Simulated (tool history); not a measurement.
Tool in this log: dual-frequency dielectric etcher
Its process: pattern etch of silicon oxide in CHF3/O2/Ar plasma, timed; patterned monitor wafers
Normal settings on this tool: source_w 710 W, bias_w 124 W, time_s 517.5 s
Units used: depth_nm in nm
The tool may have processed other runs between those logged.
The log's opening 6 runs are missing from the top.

| run | hour | source_w | bias_w | time_s | wafers since the last listed run | hours since the last wet clean | hours since the last source power generator calibration | hours since the last bias power generator calibration | hours since the last upper electrode change | hours since the gauge calibration | read-back reference wafer on the same gauge, depth_nm | depth_nm |
|---|---|---|---|---|---|---|---|---|---|---|---|---|
| 7 | 230 | 710 | 112 | 517.5 | 139 | 74.1 | 1409.5 | 99.4 | 4332.7 | 37.7 | 1209.1 | 1068.4 |
| 8 | 248 | 850 | 124 | 517.5 | 75 | 92.1 | 1427.5 | 117.4 | 4350.7 | 55.7 | 1210.4 | 1153.8 |
| 9 | 267.5 | 710 | 124 | 517.5 | 81 | 111.6 | 1447 | 136.9 | 4370.2 | 75.2 | 1210.1 | 1088.2 |
| 10 | 296 | 710 | 124 | 517.5 | 119 | 140.1 | 1475.5 | 165.4 | 4398.7 | 103.7 | 1209.4 | 1087.7 |
|  | 350.2 | upper electrode replaced, of another model than before |
| 11 | 350.7 | 890 | 95 | 639.5 | 128 | 194.8 | 1530.2 | 220.1 | 0.5 | 158.4 | 1207.2 | 1394.8 |
| 12 | 351.1 | 620 | 114 | 410.5 | 1 | 195.2 | 1530.6 | 220.5 | 0.9 | 158.8 | 1210.6 | 836.5 |
| 13 | 372.9 | 800 | 124 | 517.5 | 91 | 217 | 1552.4 | 242.3 | 22.7 | 180.6 | 1209.8 | 1147.1 |
| 14 | 396.1 | 710 | 111 | 641.5 | 97 | 240.2 | 1575.6 | 265.5 | 45.9 | 203.8 | 1211 | 1334.9 |
| 15 | 429.9 | 710 | 124 | 517.5 | 141 | 274 | 1609.4 | 299.3 | 79.7 | 237.6 | 1211.4 | 1097.3 |
| 16 | 454.7 | 710 | 114 | 632.5 | 103 | 298.8 | 1634.2 | 324.1 | 104.5 | 262.4 | 1210 | 1337.3 |
| 17 | 479.7 | 560 | 124 | 414.5 | 104 | 323.8 | 1659.2 | 349.1 | 129.5 | 287.4 | 1211.6 | 840.5 |
|  | 498.7 | source power generator calibrated |
| 18 | 513.7 | 710 | 124 | 466 | 125 | 357.8 | 15 | 383.1 | 163.5 | 321.4 | 1208.5 | 1005.1 |
| 19 | 526.2 | 640 | 107 | 517.5 | 52 | 370.3 | 27.5 | 395.6 | 176 | 333.9 | 1210.9 | 1048 |
| 20 | 542.4 | 710 | 124 | 517.5 | 67 | 386.5 | 43.7 | 411.8 | 192.2 | 350.1 | 1211.1 | 1120 |
| 21 | 559.4 | 550 | 124 | 517.5 | 71 | 403.5 | 60.7 | 428.8 | 209.2 | 367.1 | 1210.7 | 1046.7 |
| 22 | 571.4 | 780 | 107 | 476 | 50 | 415.5 | 72.7 | 440.8 | 221.2 | 379.1 | 1210.6 | 1036.2 |
| 23 | 638 | 770 | 124 | 517.5 | 278 | 482.1 | 139.3 | 507.4 | 287.8 | 445.7 | 1208.8 | 1144 |
| 24 | 653.1 | 710 | 124 | 517.5 | 63 | 497.2 | 154.4 | 522.5 | 302.9 | 460.8 | 1211.9 | 1123.6 |
| 25 | 666.2 | 570 | 147 | 426 | 54 | 510.3 | 167.5 | 535.6 | 316 | 473.9 | 1210.4 | 896.3 |
| 26 | 683.4 | 600 | 124 | 365.5 | 71 | 527.5 | 184.7 | 552.8 | 333.2 | 491.1 | 1206.9 | 760.3 |
| 27 | 703.2 | 540 | 96 | 568 | 82 | 547.3 | 204.5 | 572.6 | 353 | 510.9 | 1212 | 1116.1 |
| 28 | 723.4 | 710 | 150 | 517.5 | 84 | 567.5 | 224.7 | 592.8 | 373.2 | 531.1 | 1210.1 | 1155.1 |
| 29 | 747.1 | 710 | 137 | 371.5 | 99 | 591.2 | 248.4 | 616.5 | 396.9 | 554.8 | 1209.2 | 827.3 |
|  | 778.7 | wet clean of the chamber |
| 30 | 779.2 | 760 | 109 | 614 | 33 | 0.5 | 280.5 | 648.6 | 429 | 586.9 | 1208.3 | 1277.3 |

Forecast each of these 4 alternatives for the next run:
| A | 779.8 | 710 | 124 | 372 | 2 | 1.1 | 281.1 | 649.2 | 429.6 | 587.5 | ? | ? |
| B | 779.8 | 710 | 108 | 517.5 | 2 | 1.1 | 281.1 | 649.2 | 429.6 | 587.5 | ? | ? |
| C | 779.8 | 710 | 154 | 472 | 2 | 1.1 | 281.1 | 649.2 | 429.6 | 587.5 | ? | ? |
| D | 779.8 | 810 | 103 | 651.5 | 2 | 1.1 | 281.1 | 649.2 | 429.6 | 587.5 | ? | ? |

| run | read-back reference wafer on the same gauge, depth_nm | depth_nm |
|---|---|---|
| A | 1208.9 | 767.7 |
| B | 1208.9 | 1046.5 |
| C | 1208.9 | 1009.3 |
| D | 1208.9 | 1356.3 |
Stripped of hidden state, with their random variation kept, the same runs would have yielded:
| run | depth_nm |
|---|---|
| A | 772.6 |
| B | 1053.2 |
| C | 1015.7 |
| D | 1365 |
